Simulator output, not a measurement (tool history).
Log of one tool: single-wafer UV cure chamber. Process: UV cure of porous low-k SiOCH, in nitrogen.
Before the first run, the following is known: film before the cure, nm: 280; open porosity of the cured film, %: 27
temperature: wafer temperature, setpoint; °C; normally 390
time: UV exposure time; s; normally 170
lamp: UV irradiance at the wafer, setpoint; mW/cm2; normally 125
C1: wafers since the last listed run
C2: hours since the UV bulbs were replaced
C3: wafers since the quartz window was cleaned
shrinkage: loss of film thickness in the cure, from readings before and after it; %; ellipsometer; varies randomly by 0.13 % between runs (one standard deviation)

{"run": 1, "day": 0.0, "temperature": 390, "time": 170, "lamp": 125, "C1": 0, "C2": 893.6, "C3": 4578, "shrinkage": 14.128}
{"run": 2, "day": 3.992, "temperature": 390, "time": 170, "lamp": 125, "C1": 1233, "C2": 989.4, "C3": 5812, "shrinkage": 13.638}
{"run": 3, "day": 8.438, "temperature": 378, "time": 170, "lamp": 125, "C1": 1373, "C2": 1096.1, "C3": 7185, "shrinkage": 13.264}
{"day": 9.217, "done": "UV bulbs replaced"}
{"run": 4, "day": 12.271, "temperature": 378, "time": 170, "lamp": 125, "C1": 1081, "C2": 73.3, "C3": 8267, "shrinkage": 13.175}
{"run": 5, "day": 16.696, "temperature": 390, "time": 170, "lamp": 94, "C1": 1367, "C2": 179.5, "C3": 9634, "shrinkage": 11.73}
{"day": 19.517, "done": "quartz window cleaned"}
{"run": 6, "day": 20.108, "temperature": 390, "time": 170, "lamp": 94, "C1": 951, "C2": 261.4, "C3": 182, "shrinkage": 12.789}
{"run": 7, "day": 22.004, "temperature": 382, "time": 170, "lamp": 144, "C1": 585, "C2": 306.9, "C3": 767, "shrinkage": 14.776}
{"run": 8, "day": 28.946, "temperature": 382, "time": 170, "lamp": 144, "C1": 2144, "C2": 473.5, "C3": 2912, "shrinkage": 14.537}
{"run": 9, "day": 32.517, "temperature": 382, "time": 170, "lamp": 144, "C1": 1103, "C2": 559.2, "C3": 4015, "shrinkage": 14.348}
{"run": 10, "day": 34.396, "temperature": 390, "time": 170, "lamp": 125, "C1": 580, "C2": 604.3, "C3": 4596, "shrinkage": 13.839}
{"run": 11, "day": 37.462, "temperature": 390, "time": 170, "lamp": 125, "C1": 947, "C2": 677.9, "C3": 5543, "shrinkage": 13.732}
{"run": 12, "day": 41.646, "temperature": 390, "time": 170, "lamp": 125, "C1": 1292, "C2": 778.3, "C3": 6836, "shrinkage": 13.677}
{"run": 13, "day": 45.675, "temperature": 390, "time": 125, "lamp": 99, "C1": 1244, "C2": 875, "C3": 8081, "shrinkage": 10.551}
{"run": 14, "day": 49.004, "temperature": 390, "time": 125, "lamp": 99, "C1": 1028, "C2": 954.9, "C3": 9109, "shrinkage": 10.622}
{"run": 15, "day": 51.758, "temperature": 390, "time": 170, "lamp": 114, "C1": 850, "C2": 1021, "C3": 9960, "shrinkage": 12.678}
{"day": 54.6, "done": "UV bulbs replaced"}
{"run": 16, "day": 55.142, "temperature": 390, "time": 170, "lamp": 114, "C1": 942, "C2": 13, "C3": 10903, "shrinkage": 12.582}
{"day": 55.508, "done": "quartz window cleaned"}
{"run": 17, "day": 57.596, "temperature": 390, "time": 245, "lamp": 125, "C1": 655, "C2": 71.9, "C3": 645, "shrinkage": 16.342}
{"run": 18, "day": 61.342, "temperature": 390, "time": 170, "lamp": 125, "C1": 1157, "C2": 161.8, "C3": 1802, "shrinkage": 13.841}
{"run": 19, "day": 65.533, "temperature": 390, "time": 170, "lamp": 125, "C1": 1295, "C2": 262.4, "C3": 3097, "shrinkage": 13.927}
{"run": 20, "day": 69.575, "temperature": 390, "time": 170, "lamp": 115, "C1": 1248, "C2": 359.4, "C3": 4346, "shrinkage": 13.432}
{"run": 21, "day": 72.788, "temperature": 390, "time": 170, "lamp": 115, "C1": 992, "C2": 436.5, "C3": 5339, "shrinkage": 12.978}
{"run": 22, "day": 77.096, "temperature": 390, "time": 170, "lamp": 115, "C1": 1331, "C2": 539.9, "C3": 6670, "shrinkage": 12.94}
{"day": 87.2, "done": "quartz window cleaned"}
{"run": 23, "day": 87.925, "temperature": 390, "time": 170, "lamp": 125, "C1": 3242, "C2": 799.8, "C3": 223, "shrinkage": 14.168}
{"run": 24, "day": 89.962, "temperature": 390, "time": 170, "lamp": 125, "C1": 629, "C2": 848.7, "C3": 853, "shrinkage": 14.057}
{"run": 25, "day": 94.375, "temperature": 390, "time": 260, "lamp": 125, "C1": 1363, "C2": 954.6, "C3": 2216, "shrinkage": 16.247}
{"run": 26, "day": 95.9, "temperature": 390, "time": 170, "lamp": 115, "C1": 471, "C2": 991.2, "C3": 2687, "shrinkage": 13.608}
{"run": 27, "day": 98.483, "temperature": 390, "time": 170, "lamp": 125, "C1": 798, "C2": 1053.2, "C3": 3485, "shrinkage": 13.915}
{"run": 28, "day": 102.492, "temperature": 390, "time": 260, "lamp": 125, "C1": 1238, "C2": 1149.4, "C3": 4724, "shrinkage": 15.853}
{"run": 29, "day": 105.617, "temperature": 372, "time": 170, "lamp": 125, "C1": 965, "C2": 1224.4, "C3": 5689, "shrinkage": 13.479}
{"day": 106.004, "done": "UV bulbs replaced"}
{"run": 30, "day": 107.779, "temperature": 410, "time": 195, "lamp": 125, "C1": 565, "C2": 42.6, "C3": 6254, "shrinkage": 14.659}
{"run": 31, "day": 110.992, "temperature": 390, "time": 170, "lamp": 125, "C1": 992, "C2": 119.7, "C3": 7247, "shrinkage": 13.671}
{"run": 32, "day": 113.4, "temperature": 402, "time": 235, "lamp": 145, "C1": 744, "C2": 177.5, "C3": 7991, "shrinkage": 16.169}
{"run": 33, "day": 117.3, "temperature": 398, "time": 200, "lamp": 157, "C1": 1204, "C2": 271.1, "C3": 9196, "shrinkage": 15.561}
{"day": 118.871, "done": "quartz window cleaned"}
{"run": 34, "day": 119.804, "temperature": 378, "time": 260, "lamp": 87, "C1": 670, "C2": 331.2, "C3": 288, "shrinkage": 14.272}
{"run": 35, "day": 125.925, "temperature": 372, "time": 255, "lamp": 125, "C1": 1891, "C2": 478.1, "C3": 2179, "shrinkage": 15.578}
{"run": 36, "day": 127.708, "temperature": 374, "time": 170, "lamp": 125, "C1": 550, "C2": 520.9, "C3": 2730, "shrinkage": 13.617}
{"run": 37, "day": 131.2, "temperature": 390, "time": 225, "lamp": 99, "C1": 1078, "C2": 604.7, "C3": 3809, "shrinkage": 14.011}
{"run": 38, "day": 133.125, "temperature": 390, "time": 170, "lamp": 114, "C1": 594, "C2": 650.9, "C3": 4404, "shrinkage": 13.378}
{"run": 39, "day": 136.638, "temperature": 390, "time": 170, "lamp": 125, "C1": 1085, "C2": 735.2, "C3": 5489, "shrinkage": 13.802}
{"run": 40, "day": 138.75, "temperature": 400, "time": 105, "lamp": 98, "C1": 652, "C2": 785.9, "C3": 6141, "shrinkage": 10.094}
{"run": 41, "day": 143.158, "temperature": 390, "time": 170, "lamp": 165, "C1": 1361, "C2": 891.7, "C3": 7503, "shrinkage": 14.933}
{"run": 42, "day": 145.867, "temperature": 401, "time": 110, "lamp": 125, "C1": 836, "C2": 956.7, "C3": 8340, "shrinkage": 11.105}
{"run": 43, "day": 149.012, "temperature": 401, "time": 195, "lamp": 114, "C1": 971, "C2": 1032.2, "C3": 9312, "shrinkage": 13.804}
{"day": 150.321, "done": "UV bulbs replaced"}
{"run": 44, "day": 151.438, "temperature": 381, "time": 145, "lamp": 163, "C1": 646, "C2": 26.8, "C3": 9958, "shrinkage": 13.414}
{"day": 152.7, "done": "quartz window cleaned"}
{"run": 45, "day": 154.462, "temperature": 373, "time": 170, "lamp": 157, "C1": 831, "C2": 99.4, "C3": 544, "shrinkage": 15.175}
{"run": 46, "day": 158.425, "temperature": 390, "time": 170, "lamp": 125, "C1": 1224, "C2": 194.5, "C3": 1768, "shrinkage": 14.254}
{"run": 47, "day": 160.125, "temperature": 390, "time": 80, "lamp": 125, "C1": 525, "C2": 235.3, "C3": 2293, "shrinkage": 9.977}
{"run": 48, "day": 163.267, "temperature": 390, "time": 170, "lamp": 86, "C1": 970, "C2": 310.7, "C3": 3264, "shrinkage": 11.859}

For each run, what was the tool's unlogged condition?
lamp output below its setpoint, %: 0, the same for each run
H1: transmission lost against a clean window, %
run=1 H1=9.14
run=2 H1=11.5
run=3 H1=14.1
run=4 H1=16.4
run=5 H1=19
run=6 H1=0.782
run=7 H1=1.9
run=8 H1=5.98
run=9 H1=8.08
run=10 H1=9.19
run=11 H1=11
run=12 H1=13.5
run=13 H1=15.8
run=14 H1=17.8
run=15 H1=19.4
run=16 H1=21.4
run=17 H1=4.63
run=18 H1=6.83
run=19 H1=9.3
run=20 H1=11.7
run=21 H1=13.6
run=22 H1=16.1
run=23 H1=0.995
run=24 H1=2.19
run=25 H1=4.79
run=26 H1=5.69
run=27 H1=7.21
run=28 H1=9.57
run=29 H1=11.4
run=30 H1=12.7
run=31 H1=14.6
run=32 H1=16
run=33 H1=18.3
run=34 H1=1.52
run=35 H1=5.12
run=36 H1=6.17
run=37 H1=8.22
run=38 H1=9.36
run=39 H1=11.4
run=40 H1=12.7
run=41 H1=15.3
run=42 H1=16.9
run=43 H1=18.7
run=44 H1=20.1
run=45 H1=1.41
run=46 H1=3.74
run=47 H1=4.74
run=48 H1=6.59

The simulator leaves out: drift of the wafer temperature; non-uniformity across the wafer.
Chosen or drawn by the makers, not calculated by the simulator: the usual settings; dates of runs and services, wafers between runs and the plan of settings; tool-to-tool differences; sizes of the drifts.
